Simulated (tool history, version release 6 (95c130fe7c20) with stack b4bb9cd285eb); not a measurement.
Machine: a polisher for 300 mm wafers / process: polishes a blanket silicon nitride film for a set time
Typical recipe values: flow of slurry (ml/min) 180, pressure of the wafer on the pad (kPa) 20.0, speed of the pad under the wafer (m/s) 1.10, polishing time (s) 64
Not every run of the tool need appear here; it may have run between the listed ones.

run	hour	flow of slurry (ml/min)	pressure of the wafer on the pad (kPa)	speed of the pad under the wafer (m/s)	polishing time (s)	incoming thickness of the incoming film, nm	film removed (angstrom)
1	0.0	155	20.0	1.10	64	521.1	1010
2	49.7	155	20.0	1.10	64	513.1	976
3	109.8	180	20.0	1.10	64	513.4	995
# hour 178.8: slurry nozzle cleaned
4	196.6	180	20.0	1.10	64	517.5	1040
# hour 220.1: worn pad replaced by a new one
5	272.0	180	20.0	0.88	64	511.0	898
6	350.7	180	20.0	0.88	64	509.5	876
7	401.7	180	20.0	0.88	64	504.2	852
8	450.7	140	24.8	1.10	64	518.9	1107
9	491.8	180	20.0	0.86	64	513.4	807
# hour 519.2: slurry nozzle cleaned
10	536.0	180	20.0	0.86	64	512.2	859
# hour 547.0: worn pad replaced by a new one
11	607.9	180	20.0	1.10	64	506.4	1051
12	645.0	200	20.0	1.10	50	510.9	833
13	751.2	235	20.0	1.36	64	508.1	1274
14	818.0	180	20.0	1.28	64	502.1	1120
15	878.1	180	20.0	1.32	64	505.8	1115
# hour 897.2: slurry nozzle cleaned
# hour 920.2: worn pad replaced by a new one
16	928.2	120	15.2	1.10	64	515.4	845
17	973.8	180	20.0	1.10	82	504.6	1366
# hour 1038.6: head pressure recalibrated
# hour 1235.6: slurry nozzle cleaned
# hour 1293.4: worn pad replaced by a new one
18	1295.4	180	20.0	1.10	64	507.6	1074
19	1390.8	180	20.0	1.10	64	500.6	1044
20	1453.0	180	20.0	1.10	64	508.8	1022
21	1505.7	180	20.0	1.10	64	505.7	997
# hour 1587.3: slurry nozzle cleaned
22	1587.8	145	22.1	1.10	64	510.2	1065
# hour 1669.4: worn pad replaced by a new one
23	1669.9	180	14.5	1.34	57	510.4	934
24	1723.0	180	20.0	1.10	56	506.4	918

State the hidden condition of the tool at each of the runs:
deviation of the head's pressure from its setpoint, %: 0 in every run
H1: removal rate lost through wear of the pad, %
H2: slurry flow missing at the pad, %
run	H1	H2
1	3.53	11.4
2	4.27	16.9
3	4.83	25.3
4	5.26	2.31
5	2.26	4.32
6	3.94	9.32
7	4.56	14.1
8	4.94	19.9
9	5.15	25.7
10	5.31	0.306
11	2.99	2.12
12	3.85	4.03
13	5.22	13.1
14	5.62	21.6
15	5.82	31.1
16	0.581	1.71
17	2.21	2.88
18	0.556	5.12
19	3.51	10
20	4.46	15.6
21	4.95	21.7
22	5.38	2.85
23	0.358	4.48
24	2.32	7.26

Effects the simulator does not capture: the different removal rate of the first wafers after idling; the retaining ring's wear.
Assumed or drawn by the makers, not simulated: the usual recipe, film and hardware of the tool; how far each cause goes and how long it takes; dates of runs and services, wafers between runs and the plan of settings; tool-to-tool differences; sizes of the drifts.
